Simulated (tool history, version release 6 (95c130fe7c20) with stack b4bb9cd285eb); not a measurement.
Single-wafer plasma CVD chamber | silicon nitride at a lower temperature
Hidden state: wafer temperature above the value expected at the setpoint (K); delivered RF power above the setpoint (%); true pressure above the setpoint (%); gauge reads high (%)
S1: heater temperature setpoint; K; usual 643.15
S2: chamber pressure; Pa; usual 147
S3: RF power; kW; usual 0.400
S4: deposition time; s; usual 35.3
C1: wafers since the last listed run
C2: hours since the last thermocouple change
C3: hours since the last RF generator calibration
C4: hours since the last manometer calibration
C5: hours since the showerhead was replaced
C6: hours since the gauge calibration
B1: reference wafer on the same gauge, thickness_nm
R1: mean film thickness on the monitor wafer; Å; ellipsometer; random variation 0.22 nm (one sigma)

run,hour,S1,S2,S3,S4,C1,C2,C3,C4,C5,C6,B1,R1
1,0.0,643.15,147,0.400,35.3,0,2469.6,1438.8,2328.1,3630.9,1046.1,48.916,444.32
2,41.3,643.15,147,0.400,35.3,733,2510.9,1480.1,2369.4,3672.2,1087.4,48.852,447.15
3,67.9,643.15,147,0.400,35.3,472,2537.5,1506.7,2396.0,3698.8,1114.0,48.906,446.31
4,118.4,643.15,147,0.400,35.3,896,2588.0,1557.2,2446.5,3749.3,1164.5,48.940,445.73
# hour 154.6: capacitance manometer re-zeroed and calibrated
5,155.1,643.15,147,0.400,35.3,509,2624.7,1593.9,0.5,3786.0,1201.2,48.903,462.58
6,189.4,643.15,147,0.400,35.3,608,2659.0,1628.2,34.8,3820.3,1235.5,48.894,456.82
# hour 324.1: showerhead replaced
7,331.8,643.15,147,0.400,35.3,2386,2801.4,1770.6,177.2,7.7,1377.9,48.885,458.17
8,392.1,643.15,147,0.470,29.8,1070,2861.7,1830.9,237.5,68.0,1438.2,48.868,414.87
9,421.2,643.15,147,0.435,29.4,516,2890.8,1860.0,266.6,97.1,1467.3,48.925,400.55
# hour 453.7: thermocouple changed; heater temperature recalibrated
10,473.3,643.15,147,0.435,29.4,782,19.6,1912.1,318.7,149.2,1519.4,48.945,395.44
11,528.9,643.15,147,0.400,35.3,987,75.2,1967.7,374.3,204.8,1575.0,48.888,456.42
12,600.0,643.15,147,0.465,35.3,1262,146.3,2038.8,445.4,275.9,1646.1,48.935,488.19
13,669.9,643.15,131,0.400,30.1,1240,216.2,2108.7,515.3,345.8,1716.0,48.974,371.13
14,713.3,657.15,119,0.400,32.0,770,259.6,2152.1,558.7,389.2,1759.4,48.923,375.96
15,757.5,643.15,147,0.400,35.3,784,303.8,2196.3,602.9,433.4,1803.6,48.900,456.94
# hour 806.7: RF generator calibrated
# hour 818.2: gauge calibrated
16,824.6,643.15,127,0.400,35.3,1049,370.9,17.9,670.0,500.5,6.4,48.948,428.04
17,889.1,643.15,147,0.400,35.3,1145,435.4,82.4,734.5,565.0,70.9,48.877,452.90
18,926.1,643.15,147,0.400,37.4,656,472.4,119.4,771.5,602.0,107.9,48.912,479.93
19,992.7,643.15,147,0.400,30.1,1182,539.0,186.0,838.1,668.6,174.5,48.931,386.75
20,1027.0,643.15,147,0.425,35.3,608,573.3,220.3,872.4,702.9,208.8,48.906,465.44
21,1058.5,636.15,147,0.400,31.4,559,604.8,251.8,903.9,734.4,240.3,48.871,404.63
22,1111.5,656.15,119,0.470,40.9,940,657.8,304.8,956.9,787.4,293.3,48.865,511.09
23,1137.2,649.15,127,0.445,31.1,456,683.5,330.5,982.6,813.1,319.0,48.867,391.16
24,1170.0,643.15,147,0.350,32.6,582,716.3,363.3,1015.4,845.9,351.8,48.879,388.89
25,1240.2,643.15,147,0.400,37.4,1246,786.5,433.5,1085.6,916.1,422.0,48.899,477.96
26,1273.0,631.15,147,0.400,35.3,582,819.3,466.3,1118.4,948.9,454.8,48.905,455.01
27,1327.8,643.15,147,0.340,35.3,972,874.1,521.1,1173.2,1003.7,509.6,48.913,419.52
28,1384.2,643.15,147,0.400,42.3,1001,930.5,577.5,1229.6,1060.1,566.0,48.894,540.03

What the log doesn't show, run by run:
wafer temperature above the value expected at the setpoint (K): 0 in every run
delivered RF power above the setpoint (%): 0 in every run
gauge reads high (%): 0 in every run
H1: true pressure above the setpoint (%)
run,H1
1,-7.75
2,-7.79
3,-7.81
4,-7.84
5,-0.187
6,-0.481
7,-1.6
8,-2.02
9,-2.22
10,-2.55
11,-2.89
12,-3.3
13,-3.67
14,-3.89
15,-4.1
16,-4.4
17,-4.67
18,-4.82
19,-5.07
20,-5.2
21,-5.31
22,-5.48
23,-5.56
24,-5.67
25,-5.87
26,-5.96
27,-6.11
28,-6.25
